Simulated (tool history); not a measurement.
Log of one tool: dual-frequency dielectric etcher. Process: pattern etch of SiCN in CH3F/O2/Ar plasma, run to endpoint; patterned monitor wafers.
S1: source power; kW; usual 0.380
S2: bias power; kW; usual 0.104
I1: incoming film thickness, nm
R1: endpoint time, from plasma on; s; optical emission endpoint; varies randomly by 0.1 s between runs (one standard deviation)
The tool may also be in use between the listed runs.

Run 1, day 0.000: usual settings but S1 0.450 kW, S2 0.125 kW; I1 8.49. Result: R1 19.2 s.
Run 2, day 4.267: usual settings but S2 0.119 kW; I1 8.57. Result: R1 21.4 s.
Run 3, day 7.367: usual settings but S2 0.119 kW; I1 8.47. Result: R1 21.4 s.
Run 4, day 10.867: usual settings; I1 8.44. Result: R1 22.4 s.
Run 5, day 14.612: usual settings; I1 8.50. Result: R1 22.8 s.
At day 17.454: wet clean of the chamber.
Run 6, day 18.779: usual settings; I1 8.40. Result: R1 22.3 s.
Run 7, day 21.342: usual settings; I1 8.51. Result: R1 22.7 s.
Run 8, day 24.267: usual settings but S1 0.320 kW, S2 0.116 kW; I1 8.59. Result: R1 23.6 s.
Run 9, day 28.417: usual settings but S1 0.320 kW, S2 0.116 kW; I1 8.52. Result: R1 23.7 s.
At day 30.483: upper electrode replaced.
Run 10, day 31.283: usual settings but S1 0.320 kW, S2 0.116 kW; I1 8.50. Result: R1 23.4 s.
Run 11, day 34.362: usual settings but S2 0.086 kW; I1 8.51. Result: R1 24.6 s.
Run 12, day 38.796: usual settings but S2 0.086 kW; I1 8.54. Result: R1 24.6 s.
At day 41.762: wet clean of the chamber.
Run 13, day 43.204: usual settings but S2 0.086 kW; I1 8.48. Result: R1 24.6 s.
Run 14, day 46.108: usual settings; I1 8.49. Result: R1 22.6 s.
Run 15, day 49.262: usual settings; I1 8.45. Result: R1 22.5 s.
Run 16, day 53.000: usual settings; I1 8.50. Result: R1 22.7 s.
At day 56.900: bias power generator calibrated.
Run 17, day 57.417: usual settings but S1 0.440 kW; I1 8.62. Result: R1 20.9 s.
Run 18, day 58.975: usual settings but S2 0.097 kW; I1 8.42. Result: R1 22.5 s.
At day 64.004: wet clean of the chamber.
Run 19, day 64.025: usual settings but S2 0.086 kW; I1 8.46. Result: R1 23.9 s.
Run 20, day 65.633: usual settings but S1 0.340 kW, S2 0.094 kW; I1 8.59. Result: R1 24.5 s.
Run 21, day 68.925: usual settings; I1 8.45. Result: R1 22.0 s.
Run 22, day 71.608: usual settings but S1 0.310 kW, S2 0.119 kW; I1 8.52. Result: R1 23.2 s.
At day 74.688: source power generator calibrated.
Run 23, day 76.033: usual settings but S1 0.320 kW, S2 0.097 kW; I1 8.49. Result: R1 24.7 s.
Run 24, day 79.858: usual settings; I1 8.52. Result: R1 22.2 s.
Run 25, day 82.662: usual settings but S1 0.430 kW; I1 8.55. Result: R1 21.1 s.
At day 86.079: wet clean of the chamber.
Run 26, day 86.483: usual settings but S1 0.480 kW, S2 0.128 kW; I1 8.57. Result: R1 18.6 s.
Run 27, day 93.596: usual settings but S1 0.450 kW, S2 0.112 kW; I1 8.42. Result: R1 20.0 s.
Run 28, day 97.079: usual settings but S1 0.410 kW, S2 0.094 kW; I1 8.53. Result: R1 22.4 s.
Run 29, day 100.767: usual settings; I1 8.46. Result: R1 22.1 s.
Run 30, day 102.508: usual settings; I1 8.53. Result: R1 22.4 s.
Run 31, day 105.592: usual settings but S1 0.460 kW; I1 8.44. Result: R1 20.3 s.
Run 32, day 109.638: usual settings but S1 0.410 kW, S2 0.093 kW; I1 8.50. Result: R1 22.6 s.
Run 33, day 111.854: usual settings but S1 0.410 kW, S2 0.093 kW; I1 8.43. Result: R1 22.4 s.
Run 34, day 114.375: usual settings; I1 8.53. Result: R1 22.4 s.
At day 115.775: wet clean of the chamber.
Run 35, day 116.392: usual settings but S1 0.320 kW; I1 8.55. Result: R1 24.4 s.
Run 36, day 119.779: usual settings but S1 0.470 kW, S2 0.082 kW; I1 8.51. Result: R1 22.2 s.

Some steps in R1 between neighbouring runs. How much of each would the tool show without its hidden state too (settings, what came in, random variation), and how much is left for the hidden state, with any gauge scatter that isn't in both results?
What the log doesn't record here: etch rate over this chamber's usual, %; source power that arrives over what is set, %; bias power that arrives over what is set, %.
Run 3 -> 4: S2 0.119 -> 0.104. R1 +1.0 s: hidden state +0.1, all else +0.9.
Run 8 -> 9: nothing adjusted, nothing logged. R1 +0.1 s: hidden state +0.1, all else +0.0.
Run 16 -> 17: S1 0.380 -> 0.440, bias power generator calibrated. R1 -1.8 s: hidden state -0.6, all else -1.2.
Run 20 -> 21: S1 0.340 -> 0.380, S2 0.094 -> 0.104. R1 -2.5 s: hidden state +0.0, all else -2.5.
Run 23 -> 24: S1 0.320 -> 0.380, S2 0.097 -> 0.104. R1 -2.5 s: hidden state +0.0, all else -2.5.
Run 25 -> 26: S1 0.430 -> 0.480, S2 0.104 -> 0.128, wet clean of the chamber. R1 -2.5 s: hidden state +0.0, all else -2.5.
